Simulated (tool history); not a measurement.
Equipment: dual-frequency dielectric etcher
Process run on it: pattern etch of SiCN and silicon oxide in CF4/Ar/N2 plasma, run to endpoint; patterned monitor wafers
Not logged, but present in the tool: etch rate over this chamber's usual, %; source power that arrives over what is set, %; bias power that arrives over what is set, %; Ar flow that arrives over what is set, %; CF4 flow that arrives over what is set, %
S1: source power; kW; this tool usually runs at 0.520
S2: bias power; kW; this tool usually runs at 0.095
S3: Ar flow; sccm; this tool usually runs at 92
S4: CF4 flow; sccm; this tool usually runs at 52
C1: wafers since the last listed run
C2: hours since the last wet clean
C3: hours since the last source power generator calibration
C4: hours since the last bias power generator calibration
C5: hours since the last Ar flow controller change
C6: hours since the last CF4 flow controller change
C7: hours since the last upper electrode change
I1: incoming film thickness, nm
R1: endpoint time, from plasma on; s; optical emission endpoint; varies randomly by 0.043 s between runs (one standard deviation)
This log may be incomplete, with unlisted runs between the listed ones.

{"run": 1, "day": 0.0, "S1": 0.52, "S2": 0.095, "S3": 92, "S4": 52, "C1": 0, "C2": 61.1, "C3": 2819.7, "C4": 3347.6, "C5": 2263.7, "C6": 3833.1, "C7": 81.5, "I1": 10.5, "R1": 9.2}
{"run": 2, "day": 0.825, "S1": 0.52, "S2": 0.095, "S3": 92, "S4": 52, "C1": 193, "C2": 80.9, "C3": 2839.5, "C4": 3367.4, "C5": 2283.5, "C6": 3852.9, "C7": 101.3, "I1": 10.59, "R1": 9.4}
{"run": 3, "day": 1.675, "S1": 0.52, "S2": 0.095, "S3": 111, "S4": 52, "C1": 199, "C2": 101.3, "C3": 2859.9, "C4": 3387.8, "C5": 2303.9, "C6": 3873.3, "C7": 121.7, "I1": 10.51, "R1": 9.4}
{"run": 4, "day": 2.475, "S1": 0.52, "S2": 0.087, "S3": 110, "S4": 52, "C1": 187, "C2": 120.5, "C3": 2879.1, "C4": 3407.0, "C5": 2323.1, "C6": 3892.5, "C7": 140.9, "I1": 10.47, "R1": 9.7}
{"run": 5, "day": 3.712, "S1": 0.62, "S2": 0.102, "S3": 73, "S4": 40, "C1": 290, "C2": 150.2, "C3": 2908.8, "C4": 3436.7, "C5": 2352.8, "C6": 3922.2, "C7": 170.6, "I1": 10.43, "R1": 7.4}
{"day": 5.538, "done": "source power generator calibrated"}
{"run": 6, "day": 5.75, "S1": 0.52, "S2": 0.095, "S3": 92, "S4": 52, "C1": 438, "C2": 199.1, "C3": 5.1, "C4": 3485.6, "C5": 2401.7, "C6": 3971.1, "C7": 219.5, "I1": 10.51, "R1": 9.2}
{"run": 7, "day": 7.042, "S1": 0.52, "S2": 0.095, "S3": 92, "S4": 39, "C1": 302, "C2": 230.1, "C3": 36.1, "C4": 3516.6, "C5": 2432.7, "C6": 4002.1, "C7": 250.5, "I1": 10.54, "R1": 9.7}
{"run": 8, "day": 8.521, "S1": 0.52, "S2": 0.095, "S3": 92, "S4": 52, "C1": 346, "C2": 265.6, "C3": 71.6, "C4": 3552.1, "C5": 2468.2, "C6": 4037.6, "C7": 286.0, "I1": 10.53, "R1": 9.3}
{"run": 9, "day": 9.942, "S1": 0.52, "S2": 0.095, "S3": 77, "S4": 52, "C1": 333, "C2": 299.7, "C3": 105.7, "C4": 3586.2, "C5": 2502.3, "C6": 4071.7, "C7": 320.1, "I1": 10.45, "R1": 9.0}
{"run": 10, "day": 11.133, "S1": 0.39, "S2": 0.113, "S3": 92, "S4": 52, "C1": 279, "C2": 328.3, "C3": 134.3, "C4": 3614.8, "C5": 2530.9, "C6": 4100.3, "C7": 348.7, "I1": 10.5, "R1": 12.0}
{"day": 11.967, "done": "bias power generator calibrated"}
{"run": 11, "day": 12.088, "S1": 0.52, "S2": 0.095, "S3": 85, "S4": 58, "C1": 184, "C2": 351.2, "C3": 157.2, "C4": 2.9, "C5": 2553.8, "C6": 4123.2, "C7": 371.6, "I1": 10.52, "R1": 9.0}
{"day": 13.046, "done": "CF4 flow controller replaced"}
{"run": 12, "day": 13.067, "S1": 0.52, "S2": 0.095, "S3": 74, "S4": 52, "C1": 170, "C2": 374.7, "C3": 180.7, "C4": 26.4, "C5": 2577.3, "C6": 0.5, "C7": 395.1, "I1": 10.63, "R1": 9.1}
{"day": 14.662, "done": "wet clean of the chamber"}
{"run": 13, "day": 14.683, "S1": 0.52, "S2": 0.095, "S3": 92, "S4": 52, "C1": 144, "C2": 0.5, "C3": 219.5, "C4": 65.2, "C5": 2616.1, "C6": 39.3, "C7": 433.9, "I1": 10.49, "R1": 9.2}
{"day": 15.25, "done": "Ar flow controller replaced"}
{"run": 14, "day": 15.271, "S1": 0.45, "S2": 0.075, "S3": 81, "S4": 52, "C1": 79, "C2": 14.6, "C3": 233.6, "C4": 79.3, "C5": 0.5, "C6": 53.4, "C7": 448.0, "I1": 10.47, "R1": 11.7}
{"run": 15, "day": 15.758, "S1": 0.45, "S2": 0.071, "S3": 92, "S4": 63, "C1": 114, "C2": 26.3, "C3": 245.3, "C4": 91.0, "C5": 12.2, "C6": 65.1, "C7": 459.7, "I1": 10.53, "R1": 11.9}
{"run": 16, "day": 17.121, "S1": 0.41, "S2": 0.095, "S3": 92, "S4": 52, "C1": 319, "C2": 59.0, "C3": 278.0, "C4": 123.7, "C5": 44.9, "C6": 97.8, "C7": 492.4, "I1": 10.54, "R1": 12.2}
{"run": 17, "day": 18.183, "S1": 0.52, "S2": 0.095, "S3": 92, "S4": 52, "C1": 249, "C2": 84.5, "C3": 303.5, "C4": 149.2, "C5": 70.4, "C6": 123.3, "C7": 517.9, "I1": 10.49, "R1": 9.2}
{"run": 18, "day": 19.333, "S1": 0.52, "S2": 0.071, "S3": 92, "S4": 45, "C1": 269, "C2": 112.1, "C3": 331.1, "C4": 176.8, "C5": 98.0, "C6": 150.9, "C7": 545.5, "I1": 10.51, "R1": 10.6}
{"run": 19, "day": 20.725, "S1": 0.61, "S2": 0.104, "S3": 92, "S4": 40, "C1": 326, "C2": 145.5, "C3": 364.5, "C4": 210.2, "C5": 131.4, "C6": 184.3, "C7": 578.9, "I1": 10.53, "R1": 7.8}
{"run": 20, "day": 21.767, "S1": 0.59, "S2": 0.095, "S3": 72, "S4": 57, "C1": 244, "C2": 170.5, "C3": 389.5, "C4": 235.2, "C5": 156.4, "C6": 209.3, "C7": 603.9, "I1": 10.39, "R1": 7.7}
{"run": 21, "day": 23.212, "S1": 0.52, "S2": 0.095, "S3": 92, "S4": 61, "C1": 338, "C2": 205.2, "C3": 424.2, "C4": 269.9, "C5": 191.1, "C6": 244.0, "C7": 638.6, "I1": 10.52, "R1": 9.0}
{"run": 22, "day": 24.35, "S1": 0.52, "S2": 0.095, "S3": 92, "S4": 52, "C1": 266, "C2": 232.5, "C3": 451.5, "C4": 297.2, "C5": 218.4, "C6": 271.3, "C7": 665.9, "I1": 10.5, "R1": 9.3}
{"run": 23, "day": 27.812, "S1": 0.64, "S2": 0.095, "S3": 73, "S4": 52, "C1": 811, "C2": 315.6, "C3": 534.6, "C4": 380.3, "C5": 301.5, "C6": 354.4, "C7": 749.0, "I1": 10.49, "R1": 7.2}

How the hidden state differs across the entries between the runs, from the last listed run before each to the first after it:
From run 5 to run 6: source power generator calibrated (day 5.538)
  nothing in the hidden state changes from one run to the other
From run 10 to run 11: bias power generator calibrated (day 11.967)
  nothing in the hidden state changes from one run to the other
From run 11 to run 12: CF4 flow controller replaced (day 13.046)
  nothing in the hidden state changes from one run to the other
From run 12 to run 13: wet clean of the chamber (day 14.662)
  nothing in the hidden state changes from one run to the other
From run 13 to run 14: Ar flow controller replaced (day 15.250)
  nothing in the hidden state changes from one run to the other

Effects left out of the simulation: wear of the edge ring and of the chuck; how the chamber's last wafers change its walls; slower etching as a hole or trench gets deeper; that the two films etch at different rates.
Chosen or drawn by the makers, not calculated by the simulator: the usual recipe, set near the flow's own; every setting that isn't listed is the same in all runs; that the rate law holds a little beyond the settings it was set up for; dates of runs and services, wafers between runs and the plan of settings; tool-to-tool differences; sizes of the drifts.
